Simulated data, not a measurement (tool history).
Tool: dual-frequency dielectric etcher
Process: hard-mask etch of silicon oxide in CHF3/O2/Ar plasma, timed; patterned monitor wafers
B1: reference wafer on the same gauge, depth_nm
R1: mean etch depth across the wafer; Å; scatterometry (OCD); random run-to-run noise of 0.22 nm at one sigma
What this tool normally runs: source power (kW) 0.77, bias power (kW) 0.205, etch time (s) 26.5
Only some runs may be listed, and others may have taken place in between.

{"run": 1, "hour": 0.0, "source power (kW)": 0.77, "bias power (kW)": 0.205, "etch time (s)": 26.5, "B1": 59.4, "R1": 686}
{"hour": 16.7, "done": "wet clean of the chamber"}
{"run": 2, "hour": 38.6, "source power (kW)": 0.77, "bias power (kW)": 0.205, "etch time (s)": 26.5, "B1": 59.4, "R1": 667}
{"run": 3, "hour": 87.2, "source power (kW)": 0.77, "bias power (kW)": 0.205, "etch time (s)": 26.5, "B1": 59.4, "R1": 670}
{"run": 4, "hour": 127.9, "source power (kW)": 0.77, "bias power (kW)": 0.205, "etch time (s)": 26.5, "B1": 59.4, "R1": 666}
{"run": 5, "hour": 185.4, "source power (kW)": 0.77, "bias power (kW)": 0.205, "etch time (s)": 26.5, "B1": 59.4, "R1": 674}
{"run": 6, "hour": 229.0, "source power (kW)": 0.77, "bias power (kW)": 0.205, "etch time (s)": 32, "B1": 59.4, "R1": 813}
{"run": 7, "hour": 279.7, "source power (kW)": 0.77, "bias power (kW)": 0.205, "etch time (s)": 32, "B1": 59.4, "R1": 820}
{"run": 8, "hour": 339.3, "source power (kW)": 0.77, "bias power (kW)": 0.205, "etch time (s)": 32, "B1": 59.4, "R1": 826}
{"hour": 375.0, "done": "wet clean of the chamber"}
{"run": 9, "hour": 390.8, "source power (kW)": 0.77, "bias power (kW)": 0.205, "etch time (s)": 26.5, "B1": 59.4, "R1": 667}
{"run": 10, "hour": 432.3, "source power (kW)": 0.77, "bias power (kW)": 0.205, "etch time (s)": 26.5, "B1": 59.4, "R1": 669}
{"run": 11, "hour": 486.2, "source power (kW)": 0.77, "bias power (kW)": 0.205, "etch time (s)": 26.5, "B1": 59.4, "R1": 675}
{"run": 12, "hour": 510.2, "source power (kW)": 0.77, "bias power (kW)": 0.205, "etch time (s)": 22, "B1": 59.4, "R1": 559}
{"hour": 522.9, "done": "source power generator calibrated"}
{"run": 13, "hour": 541.3, "source power (kW)": 0.63, "bias power (kW)": 0.247, "etch time (s)": 28.5, "B1": 59.4, "R1": 694}
{"run": 14, "hour": 574.1, "source power (kW)": 0.95, "bias power (kW)": 0.205, "etch time (s)": 26.5, "B1": 59.4, "R1": 766}
{"run": 15, "hour": 739.2, "source power (kW)": 0.77, "bias power (kW)": 0.155, "etch time (s)": 26.5, "B1": 59.4, "R1": 609}
{"hour": 774.2, "done": "gauge calibrated"}
{"hour": 806.4, "done": "wet clean of the chamber"}
{"run": 16, "hour": 806.9, "source power (kW)": 0.77, "bias power (kW)": 0.205, "etch time (s)": 26.5, "B1": 59.4, "R1": 666}
{"run": 17, "hour": 855.7, "source power (kW)": 0.63, "bias power (kW)": 0.234, "etch time (s)": 26.5, "B1": 59.4, "R1": 618}
{"hour": 929.8, "done": "upper electrode replaced"}
{"run": 18, "hour": 987.8, "source power (kW)": 0.69, "bias power (kW)": 0.205, "etch time (s)": 26.5, "B1": 59.4, "R1": 631}
{"hour": 1053.6, "done": "bias power generator calibrated"}
{"run": 19, "hour": 1148.3, "source power (kW)": 0.77, "bias power (kW)": 0.205, "etch time (s)": 26.5, "B1": 59.4, "R1": 689}
{"hour": 1229.4, "done": "wet clean of the chamber"}
{"run": 20, "hour": 1229.9, "source power (kW)": 0.7, "bias power (kW)": 0.232, "etch time (s)": 31, "B1": 59.4, "R1": 773}
{"run": 21, "hour": 1238.0, "source power (kW)": 0.95, "bias power (kW)": 0.228, "etch time (s)": 34.5, "B1": 59.4, "R1": 1021}
{"run": 22, "hour": 1276.4, "source power (kW)": 0.77, "bias power (kW)": 0.171, "etch time (s)": 26.5, "B1": 59.4, "R1": 619}
{"run": 23, "hour": 1318.2, "source power (kW)": 0.87, "bias power (kW)": 0.254, "etch time (s)": 21, "B1": 59.4, "R1": 626}
{"run": 24, "hour": 1374.5, "source power (kW)": 0.77, "bias power (kW)": 0.205, "etch time (s)": 26.5, "B1": 59.4, "R1": 674}

3 ways to go on from here, each from the tool as it stands after run 24. What would each give?
{"run": "A", "hour": 1374.9, "source power (kW)": 0.77, "bias power (kW)": 0.205, "etch time (s)": 26.5, "B1": "?", "R1": "?"}
{"run": "B", "hour": 1374.9, "source power (kW)": 0.77, "bias power (kW)": 0.17, "etch time (s)": 26.5, "B1": "?", "R1": "?"}
{"run": "C", "hour": 1374.9, "source power (kW)": 0.69, "bias power (kW)": 0.188, "etch time (s)": 26.5, "B1": "?", "R1": "?"}

run=A B1=59.4 R1=671
run=B B1=59.4 R1=618
run=C B1=59.4 R1=602
Take away the tool's hidden state, keep each run's random variation, and the runs would have read:
run=A R1=665
run=B R1=613
run=C R1=597
